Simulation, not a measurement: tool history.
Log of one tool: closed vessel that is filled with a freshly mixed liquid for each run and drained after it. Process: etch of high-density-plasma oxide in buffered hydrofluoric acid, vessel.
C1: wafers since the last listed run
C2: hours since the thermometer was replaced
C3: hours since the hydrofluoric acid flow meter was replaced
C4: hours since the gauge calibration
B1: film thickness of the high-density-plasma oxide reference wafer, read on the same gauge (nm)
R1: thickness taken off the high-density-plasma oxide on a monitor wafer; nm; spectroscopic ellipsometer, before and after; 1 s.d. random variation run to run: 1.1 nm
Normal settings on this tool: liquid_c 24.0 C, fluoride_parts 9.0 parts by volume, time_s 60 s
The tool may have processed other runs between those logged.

{"run": 1, "hour": 0.0, "liquid_c": 24.0, "fluoride_parts": 9.0, "time_s": 60, "C1": 0, "C2": 1271.4, "C3": 410.9, "C4": 213.9, "B1": 49.97, "R1": 111.33}
{"run": 2, "hour": 35.7, "liquid_c": 24.0, "fluoride_parts": 9.0, "time_s": 60, "C1": 3114, "C2": 1307.1, "C3": 446.6, "C4": 249.6, "B1": 50.0, "R1": 110.28}
{"run": 3, "hour": 69.2, "liquid_c": 24.0, "fluoride_parts": 9.0, "time_s": 60, "C1": 2922, "C2": 1340.6, "C3": 480.1, "C4": 283.1, "B1": 50.01, "R1": 111.79}
{"run": 4, "hour": 81.5, "liquid_c": 24.0, "fluoride_parts": 9.0, "time_s": 60, "C1": 1072, "C2": 1352.9, "C3": 492.4, "C4": 295.4, "B1": 49.96, "R1": 111.98}
{"run": 5, "hour": 111.5, "liquid_c": 24.0, "fluoride_parts": 9.0, "time_s": 60, "C1": 2616, "C2": 1382.9, "C3": 522.4, "C4": 325.4, "B1": 49.96, "R1": 110.73}
{"run": 6, "hour": 139.4, "liquid_c": 24.0, "fluoride_parts": 9.0, "time_s": 60, "C1": 2433, "C2": 1410.8, "C3": 550.3, "C4": 353.3, "B1": 49.94, "R1": 113.67}
{"run": 7, "hour": 161.1, "liquid_c": 24.0, "fluoride_parts": 9.0, "time_s": 60, "C1": 1892, "C2": 1432.5, "C3": 572.0, "C4": 375.0, "B1": 49.97, "R1": 112.11}
{"run": 8, "hour": 180.9, "liquid_c": 24.0, "fluoride_parts": 9.0, "time_s": 60, "C1": 1727, "C2": 1452.3, "C3": 591.8, "C4": 394.8, "B1": 49.99, "R1": 110.94}
{"run": 9, "hour": 207.0, "liquid_c": 21.0, "fluoride_parts": 9.0, "time_s": 60, "C1": 2276, "C2": 1478.4, "C3": 617.9, "C4": 420.9, "B1": 49.98, "R1": 97.03}
{"run": 10, "hour": 279.1, "liquid_c": 28.0, "fluoride_parts": 9.0, "time_s": 30, "C1": 6289, "C2": 1550.5, "C3": 690.0, "C4": 493.0, "B1": 50.0, "R1": 69.38}
{"hour": 289.8, "done": "thermometer replaced"}
{"run": 11, "hour": 300.6, "liquid_c": 20.5, "fluoride_parts": 9.0, "time_s": 45, "C1": 1788, "C2": 10.8, "C3": 711.5, "C4": 514.5, "B1": 50.03, "R1": 69.27}
{"run": 12, "hour": 321.6, "liquid_c": 26.0, "fluoride_parts": 10.5, "time_s": 75, "C1": 1831, "C2": 31.8, "C3": 732.5, "C4": 535.5, "B1": 49.97, "R1": 139.78}
{"hour": 348.3, "done": "gauge calibrated"}
{"hour": 398.7, "done": "hydrofluoric acid flow meter replaced"}
{"run": 13, "hour": 405.7, "liquid_c": 22.0, "fluoride_parts": 9.0, "time_s": 60, "C1": 7248, "C2": 115.9, "C3": 7.0, "C4": 57.4, "B1": 50.02, "R1": 98.95}
{"run": 14, "hour": 459.2, "liquid_c": 24.0, "fluoride_parts": 6.5, "time_s": 60, "C1": 4666, "C2": 169.4, "C3": 60.5, "C4": 110.9, "B1": 50.01, "R1": 157.07}
{"run": 15, "hour": 523.3, "liquid_c": 21.5, "fluoride_parts": 9.0, "time_s": 85, "C1": 5591, "C2": 233.5, "C3": 124.6, "C4": 175.0, "B1": 50.05, "R1": 136.68}
{"run": 16, "hour": 555.2, "liquid_c": 24.0, "fluoride_parts": 9.0, "time_s": 60, "C1": 2782, "C2": 265.4, "C3": 156.5, "C4": 206.9, "B1": 50.0, "R1": 111.03}
{"run": 17, "hour": 587.9, "liquid_c": 24.0, "fluoride_parts": 9.0, "time_s": 50, "C1": 2852, "C2": 298.1, "C3": 189.2, "C4": 239.6, "B1": 49.99, "R1": 92.93}
{"run": 18, "hour": 602.2, "liquid_c": 24.0, "fluoride_parts": 9.0, "time_s": 60, "C1": 1247, "C2": 312.4, "C3": 203.5, "C4": 253.9, "B1": 49.99, "R1": 111.74}

Here are 5 independent what-if runs from the current tool condition. What would each one return?
{"run": "A", "hour": 602.9, "liquid_c": 24.0, "fluoride_parts": 9.0, "time_s": 45, "C1": 61, "C2": 313.1, "C3": 204.2, "C4": 254.6, "B1": "?", "R1": "?"}
{"run": "B", "hour": 602.9, "liquid_c": 27.5, "fluoride_parts": 6.5, "time_s": 50, "C1": 61, "C2": 313.1, "C3": 204.2, "C4": 254.6, "B1": "?", "R1": "?"}
{"run": "C", "hour": 602.9, "liquid_c": 19.5, "fluoride_parts": 9.0, "time_s": 90, "C1": 61, "C2": 313.1, "C3": 204.2, "C4": 254.6, "B1": "?", "R1": "?"}
{"run": "D", "hour": 602.9, "liquid_c": 19.5, "fluoride_parts": 9.0, "time_s": 40, "C1": 61, "C2": 313.1, "C3": 204.2, "C4": 254.6, "B1": "?", "R1": "?"}
{"run": "E", "hour": 602.9, "liquid_c": 26.0, "fluoride_parts": 7.0, "time_s": 60, "C1": 61, "C2": 313.1, "C3": 204.2, "C4": 254.6, "B1": "?", "R1": "?"}

run=A B1=50.00 R1=82.53
run=B B1=50.00 R1=154.95
run=C B1=50.00 R1=128.68
run=D B1=50.00 R1=57.19
run=E B1=50.00 R1=160.93
What these runs would have given with no unlogged condition in the tool:
run=A R1=82.53
run=B R1=154.95
run=C R1=128.68
run=D R1=57.19
run=E R1=160.93
